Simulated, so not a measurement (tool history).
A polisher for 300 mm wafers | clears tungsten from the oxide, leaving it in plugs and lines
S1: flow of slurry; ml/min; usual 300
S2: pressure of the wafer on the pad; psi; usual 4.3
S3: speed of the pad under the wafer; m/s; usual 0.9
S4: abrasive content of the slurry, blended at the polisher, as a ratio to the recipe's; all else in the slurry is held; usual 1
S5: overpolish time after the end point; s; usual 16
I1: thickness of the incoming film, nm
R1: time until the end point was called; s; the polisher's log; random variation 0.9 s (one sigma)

run	hour	S1	S2	S3	S4	S5	I1	R1
1	0	300	4.3	0.9	1	16	330.2	63.2
# hour 35.3: slurry tank refilled with fresh slurry and peroxide
# hour 85.2: slurry nozzle cleaned
2	92.9	300	4.3	0.9	1	16	329.6	63.7
# hour 127.5: worn pad replaced by a new one
# hour 146.1: slurry blender recalibrated
3	157.4	300	4.3	0.9	1	16	330.2	65.2
4	223.2	300	4.3	0.9	1	20	324	65.4
5	286.9	300	4.3	0.9	1	20	330.2	68
6	326.8	300	4.3	0.9	1	20	323	66.8
# hour 370.2: slurry tank refilled with fresh slurry and peroxide
7	432.2	300	4.3	0.9	1	16	325.2	66.9
# hour 479.4: slurry blender recalibrated
8	508.5	300	4.3	0.9	1	16	333.1	68.7
# hour 518.3: worn pad replaced by a new one
# hour 553.2: head pressure recalibrated
# hour 581.6: slurry nozzle cleaned
9	598.8	300	4.3	0.9	1	16	328.7	63.9
10	704.2	300	4.3	0.9	1	16	326	64.7
# hour 751.6: slurry tank refilled with fresh slurry and peroxide
11	807.4	300	3.6	0.9	1	16	329.7	75.8
# hour 844: slurry blender recalibrated
12	894.6	300	4.3	0.9	1	16	332.7	67.9
# hour 928.1: worn pad replaced by a new one
13	965.1	300	4.3	0.9	1	16	326.9	68
14	1007	300	5.8	0.9	1.1	16	327.1	50.2
15	1054.6	300	4.3	0.9	1	16	334.9	69.2
# hour 1080.9: slurry tank refilled with fresh slurry and peroxide
16	1117	300	5	0.72	1.15	16	334.3	73.1
# hour 1136.2: slurry nozzle cleaned
# hour 1198.6: slurry blender recalibrated
# hour 1251.5: head pressure recalibrated
# hour 1277.2: worn pad replaced by a new one
# hour 1433.6: slurry tank refilled with fresh slurry and peroxide
17	1437	345	3.6	0.9	1.15	16	331	73.9
18	1473.1	300	3.7	0.9	0.8	16	333.6	79.6
# hour 1526.9: slurry blender recalibrated
19	1534.2	300	4.3	0.9	1.15	13	324.2	63.5
20	1598.6	300	4.3	0.9	1	16	324.6	66
# hour 1631.6: worn pad replaced by a new one
21	1657.5	300	4.3	0.7	1.3	16	333	85.2
# hour 1659: slurry nozzle cleaned
22	1758.3	300	4.3	0.9	1	16	328.7	69.2
# hour 1799.5: slurry tank refilled with fresh slurry and peroxide
23	1825	300	3.6	0.9	0.75	16	326.5	85.7

The same runs without the tool's hidden state, with the same run-to-run variation:
The hidden state here: removal rate lost through wear of the pad, %; slurry flow missing at the pad, %; deviation of the head's pressure from its setpoint, %; abrasive missing from the slurry, %; peroxide lost from the slurry, %.
run	R1
1	62.8
2	62.3
3	63
4	62.6
5	64.3
6	62.8
7	61.7
8	62.5
9	62.8
10	62.5
11	72
12	63.4
13	62.7
14	46
15	62.8
16	65.6
17	71.2
18	76.2
19	60.2
20	61.8
21	79
22	62.9
23	77

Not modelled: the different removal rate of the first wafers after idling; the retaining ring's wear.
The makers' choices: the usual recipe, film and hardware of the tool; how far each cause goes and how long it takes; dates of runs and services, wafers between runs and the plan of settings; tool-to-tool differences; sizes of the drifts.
